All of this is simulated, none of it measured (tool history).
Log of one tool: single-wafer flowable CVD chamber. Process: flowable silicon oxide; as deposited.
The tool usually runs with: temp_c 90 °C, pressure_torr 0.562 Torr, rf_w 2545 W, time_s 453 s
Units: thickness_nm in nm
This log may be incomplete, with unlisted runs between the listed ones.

run,day,temp_c,pressure_torr,rf_w,time_s,"read-back reference wafer on the same gauge, thickness_nm",thickness_nm
1,0.000,90,0.562,2545,453,274.040,248.153
2,0.738,90,0.562,2545,453,274.019,247.449
3,1.025,90,0.562,2545,453,273.903,248.677
4,1.521,90,0.562,2545,453,273.953,246.469
5,2.179,90,0.562,2545,453,274.078,248.305
6,2.433,90,0.562,2545,453,273.970,248.720
# day 2.808: RF generator calibrated
# day 3.000: gauge calibrated
7,3.058,90,0.562,2545,453,274.005,248.731
# day 3.821: thermocouple changed; heater temperature recalibrated
8,3.842,102,0.562,2035,453,274.057,164.297
# day 4.325: showerhead replaced
9,4.346,90,0.600,2545,453,273.891,265.447
10,4.662,90,0.523,2545,384,274.071,196.493
11,4.942,90,0.562,2545,453,273.797,247.712
12,5.500,90,0.622,2370,453,274.016,270.840
13,5.775,90,0.684,2275,453,274.107,295.084
14,6.171,90,0.562,2545,453,274.135,247.144
15,6.858,100,0.562,2545,379,274.040,155.529
16,7.517,90,0.468,2545,430,274.078,196.699
17,7.783,90,0.562,2545,453,274.161,248.369
18,8.342,94,0.562,2545,453,273.935,220.341
# day 8.729: capacitance manometer re-zeroed and calibrated
19,9.021,90,0.506,2545,477,273.981,235.272
20,9.492,90,0.562,2340,539,274.078,289.001
21,9.842,90,0.562,2545,453,273.944,247.247
22,10.304,81,0.633,2320,453,274.048,346.958
23,10.633,79,0.562,2055,453,273.998,312.935
24,10.904,90,0.429,2545,453,273.993,190.181
25,11.446,90,0.695,2935,416,273.799,287.805
26,12.088,82,0.602,2545,453,273.981,325.940
27,12.633,90,0.562,2175,492,273.962,259.384
28,13.362,90,0.562,2340,539,274.025,289.713
29,15.133,90,0.562,2545,453,274.193,247.325

Forecast each of these 4 alternatives for the next run:
A,15.154,95,0.562,2545,453,?,?
B,15.154,90,0.562,2545,393,?,?
C,15.154,95,0.562,2545,477,?,?
D,15.154,90,0.562,2230,453,?,?

run,"read-back reference wafer on the same gauge, thickness_nm",thickness_nm
A,273.992,214.405
B,273.992,215.702
C,273.992,225.764
D,273.992,241.321
Had the tool no hidden state, the same runs would have come out as:
run,thickness_nm
A,214.405
B,215.702
C,225.764
D,241.321

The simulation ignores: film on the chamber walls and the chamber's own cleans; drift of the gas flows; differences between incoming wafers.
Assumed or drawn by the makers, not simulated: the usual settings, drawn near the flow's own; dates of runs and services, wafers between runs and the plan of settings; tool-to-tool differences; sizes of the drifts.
